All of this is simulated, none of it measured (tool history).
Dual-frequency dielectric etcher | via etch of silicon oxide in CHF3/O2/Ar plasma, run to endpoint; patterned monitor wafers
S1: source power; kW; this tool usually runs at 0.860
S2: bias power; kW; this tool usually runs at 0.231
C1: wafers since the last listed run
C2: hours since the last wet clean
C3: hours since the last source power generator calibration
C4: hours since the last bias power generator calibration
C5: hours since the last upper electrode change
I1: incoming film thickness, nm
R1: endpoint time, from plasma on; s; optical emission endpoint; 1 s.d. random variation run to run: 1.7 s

run   hour     S1     S2   C1     C2      C3      C4      C5     I1     R1
  1    0.0  0.860  0.231    0  377.9  3909.7  2196.0  3846.2  595.8  254.3
  2    7.1  0.860  0.231   26  385.0  3916.8  2203.1  3853.3  595.0  256.6
  3   20.1  1.020  0.231   48  398.0  3929.8  2216.1  3866.3  594.0  234.0
  4   37.0  1.020  0.231   62  414.9  3946.7  2233.0  3883.2  586.7  235.5
  5   53.0  1.020  0.231   59  430.9  3962.7  2249.0  3899.2  598.5  241.8
  6   60.1  0.860  0.231   26  438.0  3969.8  2256.1  3906.3  596.5  256.0
  7   69.0  0.860  0.231   32  446.9  3978.7  2265.0  3915.2  595.4  256.1
      79.1  -- bias power generator calibrated
      94.4  -- upper electrode replaced
     100.7  -- wet clean of the chamber
  8  101.2  0.750  0.246   24    0.5  4010.9    22.1     6.8  597.9  265.7
  9  101.6  0.760  0.187    1    0.9  4011.3    22.5     7.2  592.9  288.3
 10  102.9  0.860  0.174    4    2.2  4012.6    23.8     8.5  599.5  286.3
     122.7  -- source power generator calibrated
 11  155.4  0.860  0.231  179   54.7    32.7    76.3    61.0  596.4  257.6
 12  172.5  0.860  0.191   63   71.8    49.8    93.4    78.1  595.9  276.6
 13  188.0  0.860  0.251   57   87.3    65.3   108.9    93.6  596.1  246.4
 14  202.1  0.930  0.192   52  101.4    79.4   123.0   107.7  595.1  267.0

Alternative continuations, all from the tool just after run 14; predict every row:
  A  202.6  0.860  0.231   1  101.9  79.9  123.5  108.2  593.8   ?
  B  202.6  0.860  0.247   1  101.9  79.9  123.5  108.2  593.8   ?
  C  202.6  1.060  0.179   1  101.9  79.9  123.5  108.2  593.8   ?
  D  202.6  1.020  0.267   1  101.9  79.9  123.5  108.2  593.8   ?

run     R1
  A  257.2
  B  250.8
  C  258.2
  D  226.7
With the hidden condition removed and each run's random variation left untouched, the same runs would have given:
run     R1
  A  257.2
  B  250.8
  C  258.2
  D  226.7

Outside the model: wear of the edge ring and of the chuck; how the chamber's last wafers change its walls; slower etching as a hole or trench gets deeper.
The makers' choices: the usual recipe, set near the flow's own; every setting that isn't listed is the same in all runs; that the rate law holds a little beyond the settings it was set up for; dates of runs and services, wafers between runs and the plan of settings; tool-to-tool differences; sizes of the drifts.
